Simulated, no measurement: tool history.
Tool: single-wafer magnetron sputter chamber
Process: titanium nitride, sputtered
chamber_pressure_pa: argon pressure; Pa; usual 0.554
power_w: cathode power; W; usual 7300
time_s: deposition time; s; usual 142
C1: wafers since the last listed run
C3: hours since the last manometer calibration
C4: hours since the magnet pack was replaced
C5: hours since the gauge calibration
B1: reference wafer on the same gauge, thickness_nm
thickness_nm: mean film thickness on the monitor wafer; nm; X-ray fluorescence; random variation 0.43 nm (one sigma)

Run 1, hour 0.0: usual settings; C1 0; wafers on the sputter target 1598; C3 1500.9; C4 10206.3; C5 201.5; B1 181.781. Result: thickness_nm 161.582 nm.
Run 2, hour 14.6: usual settings; C1 227; wafers on the sputter target 1826; C3 1515.5; C4 10220.9; C5 216.1; B1 181.256. Result: thickness_nm 161.840 nm.
Run 3, hour 29.4: usual settings; C1 231; wafers on the sputter target 2057; C3 1530.3; C4 10235.7; C5 230.9; B1 181.724. Result: thickness_nm 161.920 nm.
Run 4, hour 55.2: usual settings but power_w 7900 W; C1 402; wafers on the sputter target 2460; C3 1556.1; C4 10261.5; C5 256.7; B1 181.284. Result: thickness_nm 174.792 nm.
Run 5, hour 68.7: usual settings; C1 210; wafers on the sputter target 2671; C3 1569.6; C4 10275.0; C5 270.2; B1 181.522. Result: thickness_nm 162.169 nm.
Run 6, hour 91.4: usual settings; C1 354; wafers on the sputter target 3025; C3 1592.3; C4 10297.7; C5 292.9; B1 181.360. Result: thickness_nm 162.409 nm.
Run 7, hour 103.6: usual settings; C1 190; wafers on the sputter target 3216; C3 1604.5; C4 10309.9; C5 305.1; B1 181.148. Result: thickness_nm 161.702 nm.
Run 8, hour 128.1: usual settings; C1 382; wafers on the sputter target 3598; C3 1629.0; C4 10334.4; C5 329.6; B1 180.843. Result: thickness_nm 161.261 nm.
Run 9, hour 160.9: usual settings; C1 512; wafers on the sputter target 4110; C3 1661.8; C4 10367.2; C5 362.4; B1 181.054. Result: thickness_nm 161.019 nm.
At hour 186.3: capacitance manometer re-zeroed and calibrated.
Run 10, hour 195.9: usual settings; C1 421; wafers on the sputter target 4532; C3 9.6; C4 10402.2; C5 397.4; B1 181.259. Result: thickness_nm 161.034 nm.
Run 11, hour 225.0: usual settings but chamber_pressure_pa 0.714 Pa, power_w 5550 W, time_s 164 s; C1 454; wafers on the sputter target 4986; C3 38.7; C4 10431.3; C5 426.5; B1 180.962. Result: thickness_nm 133.763 nm.
At hour 245.0: gauge calibrated.
Run 12, hour 250.9: usual settings; C1 404; wafers on the sputter target 5391; C3 64.6; C4 10457.2; C5 5.9; B1 184.156. Result: thickness_nm 164.765 nm.
Run 13, hour 281.8: usual settings but chamber_pressure_pa 0.336 Pa, power_w 8950 W; C1 482; wafers on the sputter target 5873; C3 95.5; C4 10488.1; C5 36.8; B1 183.799. Result: thickness_nm 218.678 nm.
At hour 308.8: magnet pack replaced.
Run 14, hour 309.3: usual settings but chamber_pressure_pa 0.406 Pa, power_w 8350 W, time_s 165 s; C1 304; wafers on the sputter target 6178; C3 123.0; C4 0.5; C5 64.3; B1 183.033. Result: thickness_nm 229.440 nm.
Run 15, hour 324.6: usual settings; C1 238; wafers on the sputter target 6417; C3 138.3; C4 15.8; C5 79.6; B1 183.211. Result: thickness_nm 162.773 nm.
At hour 338.3: sputter target and shields replaced.
Run 16, hour 354.9: usual settings but time_s 152 s; C1 348; wafers on the sputter target 259; C3 168.6; C4 46.1; C5 109.9; B1 182.677. Result: thickness_nm 174.515 nm.
Run 17, hour 385.7: usual settings but chamber_pressure_pa 0.647 Pa, power_w 8050 W; C1 480; wafers on the sputter target 740; C3 199.4; C4 76.9; C5 140.7; B1 182.165. Result: thickness_nm 172.295 nm.
Run 18, hour 420.1: usual settings but chamber_pressure_pa 0.719 Pa, power_w 8050 W, time_s 117 s; C1 537; wafers on the sputter target 1277; C3 233.8; C4 111.3; C5 175.1; B1 182.019. Result: thickness_nm 137.774 nm.
Run 19, hour 436.7: usual settings but chamber_pressure_pa 0.665 Pa, power_w 5900 W, time_s 130 s; C1 259; wafers on the sputter target 1537; C3 250.4; C4 127.9; C5 191.7; B1 181.760. Result: thickness_nm 115.608 nm.
Run 20, hour 471.2: usual settings but chamber_pressure_pa 0.662 Pa, power_w 8900 W, time_s 154 s; C1 538; wafers on the sputter target 2075; C3 284.9; C4 162.4; C5 226.2; B1 181.793. Result: thickness_nm 205.482 nm.

Some steps in thickness_nm between neighbouring runs. How much of each would the tool show without its hidden state too (settings, what came in, random variation), and how much is left for the hidden state, with any gauge scatter that isn't in both results?
The hidden state here: deposition rate above that of a new target (%); true argon pressure above the setpoint (%); gauge reads high (%).
Run 11 -> 12: chamber_pressure_pa 0.714 -> 0.554, power_w 5550 -> 7300, time_s 164 -> 142, gauge calibrated. thickness_nm +31.002 nm: hidden state +2.484, all else +28.518.
Run 14 -> 15: chamber_pressure_pa 0.406 -> 0.554, power_w 8350 -> 7300, time_s 165 -> 142. thickness_nm -66.667 nm: hidden state +0.100, all else -66.767.
Run 19 -> 20: chamber_pressure_pa 0.665 -> 0.662, power_w 5900 -> 8900, time_s 130 -> 154. thickness_nm +89.874 nm: hidden state -1.251, all else +91.125.
